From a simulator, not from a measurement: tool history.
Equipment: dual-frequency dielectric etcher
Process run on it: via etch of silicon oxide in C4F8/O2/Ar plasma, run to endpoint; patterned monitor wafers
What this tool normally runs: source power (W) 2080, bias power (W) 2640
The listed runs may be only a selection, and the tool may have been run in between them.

run	day	source power (W)	bias power (W)	wafers since the last listed run	hours since the last wet clean	hours since the last source power generator calibration	hours since the last bias power generator calibration	hours since the last upper electrode change	incoming incoming film thickness, nm	endpoint time (s)
1	0.000	2180	2137	0	223.1	2714.6	4621.7	5702.1	1393.5	266.7
2	0.567	2080	2640	46	236.7	2728.2	4635.3	5715.7	1387.5	255.2
3	1.154	2080	2640	47	250.8	2742.3	4649.4	5729.8	1389.3	255.7
4	1.783	2080	2640	51	265.9	2757.4	4664.5	5744.9	1384.2	253.7
5	2.362	2080	2640	47	279.8	2771.3	4678.4	5758.8	1389.4	252.5
# day 3.621: upper electrode replaced
6	3.642	2080	2640	22	310.5	2802.0	4709.1	0.5	1408.5	256.3
7	3.662	2080	2640	1	311.0	2802.5	4709.6	1.0	1382.5	250.2
8	3.775	2250	2640	9	313.7	2805.2	4712.3	3.7	1399.2	246.9
9	4.329	2250	2640	45	327.0	2818.5	4725.6	17.0	1399.0	248.8
# day 5.475: bias power generator calibrated
# day 5.696: wet clean of the chamber
10	5.717	2080	2640	81	0.5	2851.8	5.8	50.3	1371.1	244.3
11	5.733	2080	2640	1	0.9	2852.2	6.2	50.7	1382.2	248.2
12	5.962	2400	2640	18	6.4	2857.7	11.7	56.2	1397.1	234.9
13	6.625	2400	2640	54	22.3	2873.6	27.6	72.1	1375.6	232.7
14	6.988	2230	2333	29	31.0	2882.3	36.3	80.8	1400.7	251.8
# day 8.138: source power generator calibrated
# day 9.142: wet clean of the chamber, repeated, since the last time left the tool worse
15	9.162	2080	2640	82	0.5	24.6	88.5	133.0	1390.8	262.9
16	9.179	2080	2640	1	0.9	25.0	88.9	133.4	1400.2	263.0
17	10.862	2430	2640	137	41.3	65.4	129.3	173.8	1397.4	245.1
18	11.288	2080	2640	34	51.5	75.6	139.5	184.0	1389.1	260.8
19	11.967	2560	3218	55	67.8	91.9	155.8	200.3	1390.2	224.9
20	12.538	2570	3033	46	81.5	105.6	169.5	214.0	1395.7	231.9
21	12.996	2560	2862	37	92.5	116.6	180.5	225.0	1402.0	235.1
22	13.617	2220	2246	50	107.4	131.5	195.4	239.9	1406.8	266.0
23	14.342	2350	3161	59	124.8	148.9	212.8	257.3	1392.5	232.7
24	14.654	2080	2640	25	132.3	156.4	220.3	264.8	1400.1	259.3
25	14.925	2530	3172	22	138.8	162.9	226.8	271.3	1402.9	228.1
26	15.517	2080	2640	48	153.0	177.1	241.0	285.5	1395.4	257.3
27	16.300	2080	2640	63	171.8	195.9	259.8	304.3	1388.4	255.4
28	16.775	2530	3143	38	183.2	207.3	271.2	315.7	1393.0	225.1
29	17.229	2080	2640	37	194.1	218.2	282.1	326.6	1404.0	259.3
30	17.758	2270	3186	43	206.8	230.9	294.8	339.3	1395.9	234.3
31	18.271	2080	3242	41	219.1	243.2	307.1	351.6	1375.7	237.4
32	18.750	2080	2640	39	230.6	254.7	318.6	363.1	1394.5	256.1
33	19.204	2290	2640	37	241.5	265.6	329.5	374.0	1386.0	244.4
34	19.525	1860	2640	26	249.2	273.3	337.2	381.7	1397.6	266.8
35	19.800	1830	2421	22	255.8	279.9	343.8	388.3	1398.2	275.5

For each entry between runs, how does the tool's hidden state at the last listed run before it compare with that at the first listed run after it?
Run 5 -> run 6: upper electrode replaced (day 3.621)
  etch rate over this chamber's usual, %: 1.62 -> 1.88
  the result without the hidden state subtracted from the measured one, endpoint time (s): -4.1 -> -4.8
Run 9 -> run 10: bias power generator calibrated (day 5.475); wet clean of the chamber (day 5.696)
  etch rate over this chamber's usual, %: 2.01 -> 4.49
  the result without the hidden state subtracted from the measured one, endpoint time (s): -5.1 -> -10.9
Run 14 -> run 15: source power generator calibrated (day 8.138); wet clean of the chamber, repeated, since the last time left the tool worse (day 9.142)
  etch rate over this chamber's usual, %: 4.74 -> -0.466
  the result without the hidden state subtracted from the measured one, endpoint time (s): -11.9 -> +1.2
